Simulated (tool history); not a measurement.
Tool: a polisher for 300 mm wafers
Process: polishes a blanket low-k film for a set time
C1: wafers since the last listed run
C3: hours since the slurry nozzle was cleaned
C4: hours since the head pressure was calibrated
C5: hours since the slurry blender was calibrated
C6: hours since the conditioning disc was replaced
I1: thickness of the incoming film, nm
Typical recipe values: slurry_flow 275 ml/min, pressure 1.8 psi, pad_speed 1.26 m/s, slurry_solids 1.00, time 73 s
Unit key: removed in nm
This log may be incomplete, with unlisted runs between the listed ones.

Run 1, hour 0.0: usual settings; C1 0; wafers polished on this pad 182; C3 580.6; C4 927.8; C5 349.0; C6 498.6; I1 748.0. Result: removed 34.6 nm.
Run 2, hour 17.6: usual settings; C1 189; wafers polished on this pad 371; C3 598.2; C4 945.4; C5 366.6; C6 516.2; I1 738.5. Result: removed 34.9 nm.
At hour 23.6: slurry nozzle cleaned.
Run 3, hour 24.5: usual settings; C1 63; wafers polished on this pad 435; C3 0.9; C4 952.3; C5 373.5; C6 523.1; I1 748.9. Result: removed 33.9 nm.
Run 4, hour 32.4: usual settings; C1 85; wafers polished on this pad 520; C3 8.8; C4 960.2; C5 381.4; C6 531.0; I1 751.4. Result: removed 34.4 nm.
At hour 42.2: head pressure recalibrated.
Run 5, hour 66.6: usual settings; C1 346; wafers polished on this pad 867; C3 43.0; C4 24.4; C5 415.6; C6 565.2; I1 737.2. Result: removed 32.0 nm.
At hour 79.5: slurry blender recalibrated.
At hour 83.3: worn pad replaced by a new one.
Run 6, hour 83.8: usual settings but pressure 2.1 psi; C1 122; wafers polished on this pad 5; C3 60.2; C4 41.6; C5 4.3; C6 582.4; I1 733.2. Result: removed 36.9 nm.
Run 7, hour 93.2: usual settings; C1 101; wafers polished on this pad 106; C3 69.6; C4 51.0; C5 13.7; C6 591.8; I1 738.8. Result: removed 31.2 nm.
Run 8, hour 106.6: usual settings but slurry_flow 210 ml/min, time 95 s; C1 144; wafers polished on this pad 251; C3 83.0; C4 64.4; C5 27.1; C6 605.2; I1 732.0. Result: removed 40.1 nm.
At hour 118.4: head pressure recalibrated, repeated, since the last time left the tool worse.
Run 9, hour 119.3: usual settings but slurry_flow 325 ml/min, pressure 1.3 psi, pad_speed 1.04 m/s, time 49 s; C1 115; wafers polished on this pad 366; C3 95.7; C4 0.9; C5 39.8; C6 617.9; I1 734.3. Result: removed 16.1 nm.
Run 10, hour 141.8: usual settings but slurry_flow 335 ml/min; C1 242; wafers polished on this pad 608; C3 118.2; C4 23.4; C5 62.3; C6 640.4; I1 735.3. Result: removed 37.4 nm.
At hour 153.6: conditioning disc replaced and pad reconditioned.
Run 11, hour 155.1: usual settings but slurry_solids 0.80; C1 121; wafers polished on this pad 730; C3 131.5; C4 36.7; C5 75.6; C6 1.5; I1 748.6. Result: removed 32.7 nm.
At hour 163.4: worn pad replaced by a new one.
Run 12, hour 165.3: usual settings; C1 66; wafers polished on this pad 19; C3 141.7; C4 46.9; C5 85.8; C6 11.7; I1 750.7. Result: removed 36.7 nm.
Run 13, hour 181.9: usual settings but slurry_solids 0.80; C1 178; wafers polished on this pad 198; C3 158.3; C4 63.5; C5 102.4; C6 28.3; I1 739.0. Result: removed 32.4 nm.
Run 14, hour 195.5: usual settings but slurry_flow 205 ml/min, pressure 2.2 psi; C1 146; wafers polished on this pad 345; C3 171.9; C4 77.1; C5 116.0; C6 41.9; I1 734.6. Result: removed 44.1 nm.
Run 15, hour 202.2: usual settings but slurry_flow 245 ml/min, time 84 s; C1 72; wafers polished on this pad 417; C3 178.6; C4 83.8; C5 122.7; C6 48.6; I1 729.1. Result: removed 42.5 nm.
Run 16, hour 210.9: usual settings but slurry_solids 0.75; C1 93; wafers polished on this pad 510; C3 187.3; C4 92.5; C5 131.4; C6 57.3; I1 733.8. Result: removed 32.5 nm.
Run 17, hour 219.9: usual settings; C1 96; wafers polished on this pad 607; C3 196.3; C4 101.5; C5 140.4; C6 66.3; I1 744.1. Result: removed 37.5 nm.
Run 18, hour 231.2: usual settings but slurry_flow 340 ml/min; C1 121; wafers polished on this pad 729; C3 207.6; C4 112.8; C5 151.7; C6 77.6; I1 734.2. Result: removed 37.3 nm.
At hour 245.6: worn pad replaced by a new one.
Run 19, hour 246.1: usual settings; C1 117; wafers polished on this pad 5; C3 222.5; C4 127.7; C5 166.6; C6 92.5; I1 728.5. Result: removed 37.5 nm.
Run 20, hour 254.1: usual settings but slurry_flow 235 ml/min, time 88 s; C1 86; wafers polished on this pad 91; C3 230.5; C4 135.7; C5 174.6; C6 100.5; I1 745.7. Result: removed 43.9 nm.
Run 21, hour 268.6: usual settings but slurry_flow 315 ml/min, time 90 s; C1 156; wafers polished on this pad 247; C3 245.0; C4 150.2; C5 189.1; C6 115.0; I1 744.8. Result: removed 46.6 nm.
Run 22, hour 278.7: usual settings; C1 108; wafers polished on this pad 356; C3 255.1; C4 160.3; C5 199.2; C6 125.1; I1 738.4. Result: removed 37.5 nm.
Run 23, hour 286.2: usual settings but pressure 1.5 psi, pad_speed 1.58 m/s; C1 80; wafers polished on this pad 437; C3 262.6; C4 167.8; C5 206.7; C6 132.6; I1 725.4. Result: removed 37.9 nm.
Run 24, hour 302.9: usual settings but pressure 1.3 psi, time 82 s; C1 179; wafers polished on this pad 616; C3 279.3; C4 184.5; C5 223.4; C6 149.3; I1 730.2. Result: removed 31.7 nm.
Run 25, hour 311.5: usual settings but pad_speed 1.42 m/s, time 81 s; C1 92; wafers polished on this pad 709; C3 287.9; C4 193.1; C5 232.0; C6 157.9; I1 738.1. Result: removed 44.9 nm.
Run 26, hour 318.1: usual settings but slurry_flow 370 ml/min, pressure 1.6 psi, time 99 s; C1 71; wafers polished on this pad 780; C3 294.5; C4 199.7; C5 238.6; C6 164.5; I1 741.0. Result: removed 44.9 nm.
At hour 328.7: worn pad replaced by a new one.
Run 27, hour 329.2: usual settings but slurry_flow 340 ml/min, pressure 1.3 psi, slurry_solids 1.15, time 97 s; C1 76; wafers polished on this pad 5; C3 305.6; C4 210.8; C5 249.7; C6 175.6; I1 747.7. Result: removed 38.5 nm.

Pick out some run-to-run changes in removed. Of each, how much would a tool without hidden state show as well, from the settings, what came in and chance, and how much is left for the hidden state and any gauge scatter not in both results compared?
The tool's hidden condition here consists of: removal rate lost through wear of the pad, %; slurry flow missing at the pad, %; deviation of the head's pressure from its setpoint, %; abrasive missing from the slurry, %; time polished since the conditioner stopped cutting, s.
Run 4 -> 5: head pressure recalibrated. removed -2.4 nm: hidden state -2.9, all else +0.5.
Run 8 -> 9: slurry_flow 210 -> 325, pressure 1.8 -> 1.3, pad_speed 1.26 -> 1.04, time 95 -> 49, head pressure recalibrated, repeated, since the last time left the tool worse. removed -24.0 nm: hidden state +7.2, all else -31.2.
Run 9 -> 10: slurry_flow 325 -> 335, pressure 1.3 -> 1.8, pad_speed 1.04 -> 1.26, time 49 -> 73. removed +21.3 nm: hidden state +0.1, all else +21.2.
